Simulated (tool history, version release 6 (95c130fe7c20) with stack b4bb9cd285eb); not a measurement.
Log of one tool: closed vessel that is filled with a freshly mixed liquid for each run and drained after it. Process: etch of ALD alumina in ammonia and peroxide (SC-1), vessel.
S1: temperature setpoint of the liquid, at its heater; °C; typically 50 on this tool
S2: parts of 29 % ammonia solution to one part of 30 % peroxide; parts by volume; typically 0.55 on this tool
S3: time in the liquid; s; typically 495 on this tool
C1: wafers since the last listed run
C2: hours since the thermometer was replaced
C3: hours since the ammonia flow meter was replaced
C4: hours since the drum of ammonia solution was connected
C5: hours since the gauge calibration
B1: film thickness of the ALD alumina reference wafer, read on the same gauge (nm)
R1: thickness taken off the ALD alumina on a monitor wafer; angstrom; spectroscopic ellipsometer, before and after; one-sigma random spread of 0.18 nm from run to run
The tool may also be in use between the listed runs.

run   hour    S1    S2   S3    C1      C2      C3      C4     C5     B1     R1
  1      0  57.5  0.75  495     0  2390.5    1823   932.9  214.5  39.98  505.3
  2    6.4    50  0.55  495   556  2396.9  1829.4   939.3  220.9  40.02  330.4
  3   16.3    50  0.55  495   860  2406.8  1839.3   949.2  230.8  40.02  331.4
  4   30.8    50  0.55  495  1259  2421.3  1853.8   963.7  245.3  39.99  333.2
  5   38.8    50  0.55  495   695  2429.3  1861.8   971.7  253.3  40.01  332.2
  6   56.3    50  0.55  600  1520  2446.8  1879.3   989.2  270.8     40  399.9
  7   63.9    50  0.55  600   660  2454.4  1886.9   996.8  278.4  39.99  400.4
  8   74.1    50  0.55  560   886  2464.6  1897.1    1007  288.6  40.02  378.2
  9   81.5    50  0.55  560   642    2472  1904.5  1014.4    296  39.99  370.2
 10   88.3  58.5  0.45  230   590  2478.8  1911.3  1021.2  302.8  40.01  237.5
 11   95.4  57.5  0.55  495   616  2485.9  1918.4  1028.3  309.9  40.03  495.5
 12    112  42.5  0.45  405  1442  2502.5    1935  1044.9  326.5     40  174.4
 13  119.3  44.5  0.75  495   634  2509.8  1942.3  1052.2  333.8  39.99  250.5
     134.2  -- gauge calibrated
 14  140.6    53  0.75  215  1850  2531.1  1963.6  1073.5    6.4     40  171.7
 15  154.7  54.5   0.7  395  1225  2545.2  1977.7  1087.6   20.5  40.02  345.1
     155.9  -- thermometer replaced
 16  162.4    53   0.3  705   582     6.5  1985.4  1095.3   28.2     40  526.1
 17    177  41.5  0.75  495  1268    21.1    2000  1109.9   42.8     40  211.6
 18  186.3    50  0.55  495   808    30.4  2009.3  1119.2   52.1     40  334.4
 19  197.6    44   0.8  495   981    41.7  2020.6  1130.5   63.4  39.99  244.6
 20  212.7    50  0.55  495  1312    56.8  2035.7  1145.6   78.5     40  327.9
 21  229.4  54.5   0.7  395  1451    73.5  2052.4  1162.3   95.2  40.01  347.2
     230.8  -- ammonia flow meter replaced
       238  -- new drum of ammonia solution connected
 22  239.8  56.5   0.4  605   729    83.9       9     1.8  105.6     40  548.4
 23  256.5    59  0.35  600  1451   100.6    25.7    18.5  122.3  39.99  620.2
 24  305.2    50  0.55  495  4231   149.3    74.4    67.2    171  40.01  330.5
 25  318.7    44   0.7  750  1173   162.8    87.9    80.7  184.5  40.01  368.3
 26  334.7    50   0.4  495  1390   178.8   103.9    96.7  200.5  39.99  322.7
 27  349.1  55.5  0.75  780  1251   193.2   118.3   111.1  214.9     40  719.7
 28  361.9  44.5   0.4  600  1112     206   131.1   123.9  227.7  40.01  286.5
 29  377.8    57  0.55  495  1381   221.9     147   139.8  243.6  40.03    481

Below are 4 alternative next runs, each starting from the tool's condition after run 29. Predict each:
  A  378.6    50  0.55  495  69  222.7  147.8  140.6  244.4   ?   ?
  B  378.6    55   0.4  415  69  222.7  147.8  140.6  244.4   ?   ?
  C  378.6    50  0.65  495  69  222.7  147.8  140.6  244.4   ?   ?
  D  378.6  43.5   0.4  235  69  222.7  147.8  140.6  244.4   ?   ?

run  B1     R1
  A  40  331.8
  B  40  353.7
  C  40  337.1
  D  40    106
With no hidden state in the tool, these same runs would have given:
run     R1
  A  331.8
  B  353.7
  C  337.1
  D    106
